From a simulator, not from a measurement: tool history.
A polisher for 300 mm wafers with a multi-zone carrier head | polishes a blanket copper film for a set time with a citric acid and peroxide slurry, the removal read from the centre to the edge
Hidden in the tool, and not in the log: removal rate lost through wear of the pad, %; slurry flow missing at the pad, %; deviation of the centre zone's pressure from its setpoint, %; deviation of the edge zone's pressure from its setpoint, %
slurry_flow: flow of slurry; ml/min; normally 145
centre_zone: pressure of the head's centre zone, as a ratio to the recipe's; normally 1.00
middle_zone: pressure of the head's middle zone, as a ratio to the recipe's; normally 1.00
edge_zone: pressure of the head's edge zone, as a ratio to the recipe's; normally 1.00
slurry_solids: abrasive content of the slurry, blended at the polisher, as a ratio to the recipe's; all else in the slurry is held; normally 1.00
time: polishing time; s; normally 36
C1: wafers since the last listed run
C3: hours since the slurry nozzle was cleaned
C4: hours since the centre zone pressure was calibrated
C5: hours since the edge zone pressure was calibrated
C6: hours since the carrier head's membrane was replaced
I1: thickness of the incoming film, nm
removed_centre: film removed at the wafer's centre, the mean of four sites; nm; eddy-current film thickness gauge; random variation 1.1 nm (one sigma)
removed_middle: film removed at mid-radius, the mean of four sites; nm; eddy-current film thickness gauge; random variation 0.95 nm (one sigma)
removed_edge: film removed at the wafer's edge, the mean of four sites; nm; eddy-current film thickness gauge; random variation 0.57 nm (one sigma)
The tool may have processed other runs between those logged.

Run 1, hour 0.0: usual settings; C1 0; wafers polished on this pad 1208; C3 59.2; C4 1085.0; C5 718.8; C6 1231.6; I1 952.9. Result: removed_centre 81.7 nm, removed_middle 80.4 nm, removed_edge 79.9 nm.
At hour 16.4: worn pad replaced by a new one.
Run 2, hour 16.9: usual settings; C1 87; wafers polished on this pad 3; C3 76.1; C4 1101.9; C5 735.7; C6 1248.5; I1 939.6. Result: removed_centre 80.5 nm, removed_middle 81.9 nm, removed_edge 80.8 nm.
Run 3, hour 37.7: usual settings but middle_zone 0.96, edge_zone 1.04; C1 141; wafers polished on this pad 145; C3 96.9; C4 1122.7; C5 756.5; C6 1269.3; I1 943.0. Result: removed_centre 80.1 nm, removed_middle 76.5 nm, removed_edge 82.3 nm.
At hour 65.4: centre zone pressure recalibrated.
Run 4, hour 65.9: usual settings; C1 178; wafers polished on this pad 323; C3 125.1; C4 0.5; C5 784.7; C6 1297.5; I1 947.1. Result: removed_centre 78.5 nm, removed_middle 78.8 nm, removed_edge 79.2 nm.
Run 5, hour 100.5: usual settings; C1 235; wafers polished on this pad 559; C3 159.7; C4 35.1; C5 819.3; C6 1332.1; I1 921.4. Result: removed_centre 79.9 nm, removed_middle 76.4 nm, removed_edge 79.1 nm.
Run 6, hour 125.4: usual settings; C1 169; wafers polished on this pad 729; C3 184.6; C4 60.0; C5 844.2; C6 1357.0; I1 957.1. Result: removed_centre 78.1 nm, removed_middle 75.4 nm, removed_edge 78.3 nm.
Run 7, hour 155.0: usual settings but slurry_flow 170 ml/min, time 41 s; C1 201; wafers polished on this pad 930; C3 214.2; C4 89.6; C5 873.8; C6 1386.6; I1 938.2. Result: removed_centre 90.0 nm, removed_middle 89.3 nm, removed_edge 90.6 nm.
At hour 165.2: worn pad replaced by a new one.
Run 8, hour 182.2: usual settings; C1 158; wafers polished on this pad 115; C3 241.4; C4 116.8; C5 901.0; C6 1413.8; I1 946.4. Result: removed_centre 77.0 nm, removed_middle 76.2 nm, removed_edge 78.8 nm.
Run 9, hour 212.0: usual settings but centre_zone 1.04, edge_zone 1.04; C1 202; wafers polished on this pad 318; C3 271.2; C4 146.6; C5 930.8; C6 1443.6; I1 948.4. Result: removed_centre 78.8 nm, removed_middle 75.8 nm, removed_edge 79.9 nm.
Run 10, hour 238.3: usual settings but middle_zone 1.10; C1 179; wafers polished on this pad 498; C3 297.5; C4 172.9; C5 957.1; C6 1469.9; I1 931.3. Result: removed_centre 76.1 nm, removed_middle 82.5 nm, removed_edge 77.7 nm.
Run 11, hour 272.7: usual settings but centre_zone 1.05, time 29 s; C1 234; wafers polished on this pad 732; C3 331.9; C4 207.3; C5 991.5; C6 1504.3; I1 936.2. Result: removed_centre 64.7 nm, removed_middle 60.3 nm, removed_edge 62.6 nm.
At hour 320.8: slurry nozzle cleaned.
At hour 358.3: worn pad replaced by a new one, of another model than before.
At hour 362.7: edge zone pressure recalibrated.
Run 12, hour 363.2: usual settings but time 24 s; C1 568; wafers polished on this pad 20; C3 42.4; C4 297.8; C5 0.5; C6 1594.8; I1 945.3. Result: removed_centre 54.1 nm, removed_middle 54.1 nm, removed_edge 53.6 nm.
Run 13, hour 378.1: usual settings; C1 101; wafers polished on this pad 121; C3 57.3; C4 312.7; C5 15.4; C6 1609.7; I1 945.7. Result: removed_centre 81.6 nm, removed_middle 79.5 nm, removed_edge 81.9 nm.
At hour 410.3: carrier head's membrane replaced by a new one.
Run 14, hour 413.1: usual settings but time 47 s; C1 204; wafers polished on this pad 325; C3 92.3; C4 347.7; C5 50.4; C6 2.8; I1 924.2. Result: removed_centre 101.6 nm, removed_middle 100.5 nm, removed_edge 104.7 nm.
Run 15, hour 443.7: usual settings but centre_zone 0.93, edge_zone 1.11; C1 208; wafers polished on this pad 534; C3 122.9; C4 378.3; C5 81.0; C6 33.4; I1 949.5. Result: removed_centre 72.8 nm, removed_middle 76.7 nm, removed_edge 83.0 nm.
Run 16, hour 475.0: usual settings but slurry_flow 195 ml/min, edge_zone 0.93, time 28 s; C1 213; wafers polished on this pad 747; C3 154.2; C4 409.6; C5 112.3; C6 64.7; I1 959.8. Result: removed_centre 65.0 nm, removed_middle 63.0 nm, removed_edge 62.0 nm.
Run 17, hour 506.5: usual settings but time 44 s; C1 214; wafers polished on this pad 962; C3 185.7; C4 441.1; C5 143.8; C6 96.2; I1 949.1. Result: removed_centre 93.0 nm, removed_middle 92.4 nm, removed_edge 94.6 nm.
Run 18, hour 529.1: usual settings; C1 153; wafers polished on this pad 1116; C3 208.3; C4 463.7; C5 166.4; C6 118.8; I1 938.0. Result: removed_centre 72.7 nm, removed_middle 75.8 nm, removed_edge 77.8 nm.
At hour 545.1: worn pad replaced by a new one.
Run 19, hour 589.9: usual settings but middle_zone 1.10, time 28 s; C1 386; wafers polished on this pad 305; C3 269.1; C4 524.5; C5 227.2; C6 179.6; I1 954.0. Result: removed_centre 56.1 nm, removed_middle 61.1 nm, removed_edge 59.4 nm.
Run 20, hour 608.6: usual settings but slurry_solids 0.70; C1 127; wafers polished on this pad 432; C3 287.8; C4 543.2; C5 245.9; C6 198.3; I1 949.7. Result: removed_centre 69.2 nm, removed_middle 69.4 nm, removed_edge 72.0 nm.
Run 21, hour 631.7: usual settings but edge_zone 1.09; C1 157; wafers polished on this pad 590; C3 310.9; C4 566.3; C5 269.0; C6 221.4; I1 940.9. Result: removed_centre 73.0 nm, removed_middle 71.4 nm, removed_edge 79.1 nm.
Run 22, hour 661.5: usual settings but slurry_flow 110 ml/min, centre_zone 0.93, middle_zone 1.09, edge_zone 0.94; C1 202; wafers polished on this pad 793; C3 340.7; C4 596.1; C5 298.8; C6 251.2; I1 951.0. Result: removed_centre 59.8 nm, removed_middle 71.2 nm, removed_edge 68.0 nm.

What the log doesn't show, run by run:
removal rate lost through wear of the pad, %: 0 in every run
deviation of the centre zone's pressure from its setpoint, %: 0 in every run
deviation of the edge zone's pressure from its setpoint, %: 0 in every run
H1: slurry flow missing at the pad, %
run    H1
  1  20.2
  2  23.3
  3  26.6
  4  30.4
  5  34.2
  6  36.4
  7  38.6
  8  40.2
  9  41.7
 10  42.8
 11  43.9
 12  13.7
 13  16.8
 14  22.9
 15  27.1
 16  30.6
 17  33.4
 18  35.1
 19  38.6
 20  39.4
 21  40.2
 22  41.1
